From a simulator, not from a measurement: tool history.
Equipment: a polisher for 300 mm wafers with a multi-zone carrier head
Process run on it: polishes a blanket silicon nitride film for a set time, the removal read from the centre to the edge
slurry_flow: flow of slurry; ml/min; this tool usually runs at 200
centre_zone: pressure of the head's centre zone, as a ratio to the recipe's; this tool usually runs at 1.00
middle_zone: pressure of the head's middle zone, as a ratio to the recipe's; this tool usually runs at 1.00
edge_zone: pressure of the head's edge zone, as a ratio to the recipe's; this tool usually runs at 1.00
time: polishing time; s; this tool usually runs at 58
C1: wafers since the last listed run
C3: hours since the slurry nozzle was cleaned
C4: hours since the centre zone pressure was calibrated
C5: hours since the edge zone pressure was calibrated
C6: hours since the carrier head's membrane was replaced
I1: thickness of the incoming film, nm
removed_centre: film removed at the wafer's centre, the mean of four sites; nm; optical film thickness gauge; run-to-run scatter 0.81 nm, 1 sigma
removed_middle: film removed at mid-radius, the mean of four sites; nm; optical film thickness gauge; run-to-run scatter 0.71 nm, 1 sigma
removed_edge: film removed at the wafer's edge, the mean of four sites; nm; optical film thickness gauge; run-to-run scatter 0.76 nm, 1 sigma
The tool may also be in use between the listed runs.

Run 1, hour 0.0: usual settings but centre_zone 0.96; C1 0; wafers polished on this pad 380; C3 2.5; C4 206.1; C5 1207.3; C6 1170.3; I1 478.2. Result: removed_centre 82.2 nm, removed_middle 87.6 nm, removed_edge 90.4 nm.
Run 2, hour 69.2: usual settings but edge_zone 0.97; C1 488; wafers polished on this pad 868; C3 71.7; C4 275.3; C5 1276.5; C6 1239.5; I1 472.5. Result: removed_centre 84.8 nm, removed_middle 87.1 nm, removed_edge 87.1 nm.
Run 3, hour 92.1: usual settings but edge_zone 0.97; C1 161; wafers polished on this pad 1030; C3 94.6; C4 298.2; C5 1299.4; C6 1262.4; I1 480.7. Result: removed_centre 85.6 nm, removed_middle 88.1 nm, removed_edge 86.9 nm.
Run 4, hour 117.5: usual settings but slurry_flow 215 ml/min; C1 179; wafers polished on this pad 1209; C3 120.0; C4 323.6; C5 1324.8; C6 1287.8; I1 485.4. Result: removed_centre 85.7 nm, removed_middle 87.6 nm, removed_edge 88.4 nm.
At hour 135.7: centre zone pressure recalibrated.
Run 5, hour 136.2: usual settings but slurry_flow 240 ml/min; C1 117; wafers polished on this pad 1327; C3 138.7; C4 0.5; C5 1343.5; C6 1306.5; I1 483.2. Result: removed_centre 84.8 nm, removed_middle 88.7 nm, removed_edge 91.3 nm.
Run 6, hour 148.5: usual settings but centre_zone 0.89, time 49 s; C1 86; wafers polished on this pad 1414; C3 151.0; C4 12.8; C5 1355.8; C6 1318.8; I1 485.9. Result: removed_centre 63.3 nm, removed_middle 73.0 nm, removed_edge 73.3 nm.
At hour 153.6: carrier head's membrane replaced by a new one.
At hour 158.6: worn pad replaced by a new one.
At hour 162.1: edge zone pressure recalibrated.
Run 7, hour 181.7: usual settings; C1 156; wafers polished on this pad 149; C3 184.2; C4 46.0; C5 19.6; C6 28.1; I1 472.3. Result: removed_centre 81.7 nm, removed_middle 84.5 nm, removed_edge 86.6 nm.
At hour 245.6: slurry nozzle cleaned.
Run 8, hour 281.4: usual settings but middle_zone 1.06; C1 696; wafers polished on this pad 845; C3 35.8; C4 145.7; C5 119.3; C6 127.8; I1 480.6. Result: removed_centre 86.0 nm, removed_middle 92.8 nm, removed_edge 89.2 nm.
Run 9, hour 315.0: usual settings but slurry_flow 170 ml/min, centre_zone 1.04, edge_zone 0.91, time 38 s; C1 237; wafers polished on this pad 1082; C3 69.4; C4 179.3; C5 152.9; C6 161.4; I1 476.5. Result: removed_centre 57.7 nm, removed_middle 56.0 nm, removed_edge 54.4 nm.
Run 10, hour 338.3: usual settings but slurry_flow 160 ml/min, time 40 s; C1 164; wafers polished on this pad 1246; C3 92.7; C4 202.6; C5 176.2; C6 184.7; I1 490.8. Result: removed_centre 56.1 nm, removed_middle 58.0 nm, removed_edge 60.3 nm.
At hour 344.5: worn pad replaced by a new one, of another model than before.
Run 11, hour 374.1: usual settings but slurry_flow 255 ml/min; C1 224; wafers polished on this pad 209; C3 128.5; C4 238.4; C5 212.0; C6 220.5; I1 470.1. Result: removed_centre 88.6 nm, removed_middle 90.9 nm, removed_edge 90.8 nm.
Run 12, hour 401.9: usual settings but middle_zone 1.09; C1 196; wafers polished on this pad 405; C3 156.3; C4 266.2; C5 239.8; C6 248.3; I1 476.1. Result: removed_centre 84.3 nm, removed_middle 94.0 nm, removed_edge 88.6 nm.
Run 13, hour 423.7: usual settings but centre_zone 0.92, middle_zone 1.05, edge_zone 1.07; C1 153; wafers polished on this pad 559; C3 178.1; C4 288.0; C5 261.6; C6 270.1; I1 474.6. Result: removed_centre 78.6 nm, removed_middle 91.9 nm, removed_edge 91.0 nm.
Run 14, hour 437.2: usual settings but slurry_flow 170 ml/min, middle_zone 0.92, time 52 s; C1 95; wafers polished on this pad 654; C3 191.6; C4 301.5; C5 275.1; C6 283.6; I1 473.1. Result: removed_centre 75.1 nm, removed_middle 70.8 nm, removed_edge 78.1 nm.
At hour 470.3: centre zone pressure recalibrated.
Run 15, hour 472.2: usual settings; C1 232; wafers polished on this pad 887; C3 226.6; C4 1.9; C5 310.1; C6 318.6; I1 470.3. Result: removed_centre 82.9 nm, removed_middle 87.0 nm, removed_edge 87.9 nm.
Run 16, hour 496.8: usual settings but slurry_flow 230 ml/min, centre_zone 1.09, time 63 s; C1 173; wafers polished on this pad 1060; C3 251.2; C4 26.5; C5 334.7; C6 343.2; I1 477.4. Result: removed_centre 99.7 nm, removed_middle 93.6 nm, removed_edge 94.6 nm.
Run 17, hour 518.2: usual settings; C1 151; wafers polished on this pad 1211; C3 272.6; C4 47.9; C5 356.1; C6 364.6; I1 481.0. Result: removed_centre 81.3 nm, removed_middle 83.3 nm, removed_edge 86.3 nm.
At hour 532.1: worn pad replaced by a new one.
At hour 533.7: slurry nozzle cleaned.
Run 18, hour 542.0: usual settings but slurry_flow 150 ml/min, middle_zone 0.95, edge_zone 0.92, time 65 s; C1 132; wafers polished on this pad 63; C3 8.3; C4 71.7; C5 379.9; C6 388.4; I1 477.0. Result: removed_centre 92.4 nm, removed_middle 92.2 nm, removed_edge 95.1 nm.
Run 19, hour 559.3: usual settings but slurry_flow 255 ml/min, centre_zone 1.07; C1 122; wafers polished on this pad 185; C3 25.6; C4 89.0; C5 397.2; C6 405.7; I1 471.3. Result: removed_centre 94.5 nm, removed_middle 91.2 nm, removed_edge 91.1 nm.
Run 20, hour 588.2: usual settings but edge_zone 1.05; C1 203; wafers polished on this pad 389; C3 54.5; C4 117.9; C5 426.1; C6 434.6; I1 473.7. Result: removed_centre 85.8 nm, removed_middle 88.8 nm, removed_edge 91.7 nm.
Run 21, hour 620.1: usual settings but slurry_flow 230 ml/min, centre_zone 1.09, time 63 s; C1 225; wafers polished on this pad 614; C3 86.4; C4 149.8; C5 458.0; C6 466.5; I1 483.7. Result: removed_centre 103.4 nm, removed_middle 97.2 nm, removed_edge 96.9 nm.
Run 22, hour 637.2: usual settings but slurry_flow 240 ml/min, middle_zone 1.05, edge_zone 0.94, time 78 s; C1 120; wafers polished on this pad 734; C3 103.5; C4 166.9; C5 475.1; C6 483.6; I1 477.1. Result: removed_centre 116.4 nm, removed_middle 124.8 nm, removed_edge 117.6 nm.

Alternative continuations, all from the tool just after run 22; predict every row:
Run A, hour 637.6: usual settings; C1 2; wafers polished on this pad 737; C3 103.9; C4 167.3; C5 475.5; C6 484.0; I1 488.9. Result: removed_centre ?, removed_middle ?, removed_edge ?.
Run B, hour 637.6: usual settings but slurry_flow 235 ml/min, middle_zone 1.04; C1 2; wafers polished on this pad 737; C3 103.9; C4 167.3; C5 475.5; C6 484.0; I1 488.9. Result: removed_centre ?, removed_middle ?, removed_edge ?.
Run C, hour 637.6: usual settings but slurry_flow 220 ml/min, centre_zone 1.03, middle_zone 1.08, time 46 s; C1 2; wafers polished on this pad 737; C3 103.9; C4 167.3; C5 475.5; C6 484.0; I1 488.9. Result: removed_centre ?, removed_middle ?, removed_edge ?.
Run D, hour 637.6: usual settings but time 72 s; C1 2; wafers polished on this pad 737; C3 103.9; C4 167.3; C5 475.5; C6 484.0; I1 488.9. Result: removed_centre ?, removed_middle ?, removed_edge ?.

run  removed_centre  removed_middle  removed_edge
  A            85.0            87.3          90.9
  B            86.4            91.6          91.9
  C            70.2            74.6          72.5
  D           105.5           108.4         112.8
The same runs, with their run-to-run variation unchanged, on a tool lacking any hidden condition would have given:
run  removed_centre  removed_middle  removed_edge
  A            85.7            88.0          91.4
  B            87.2            92.3          92.4
  C            70.8            75.1          72.9
  D           106.4           109.2         113.5
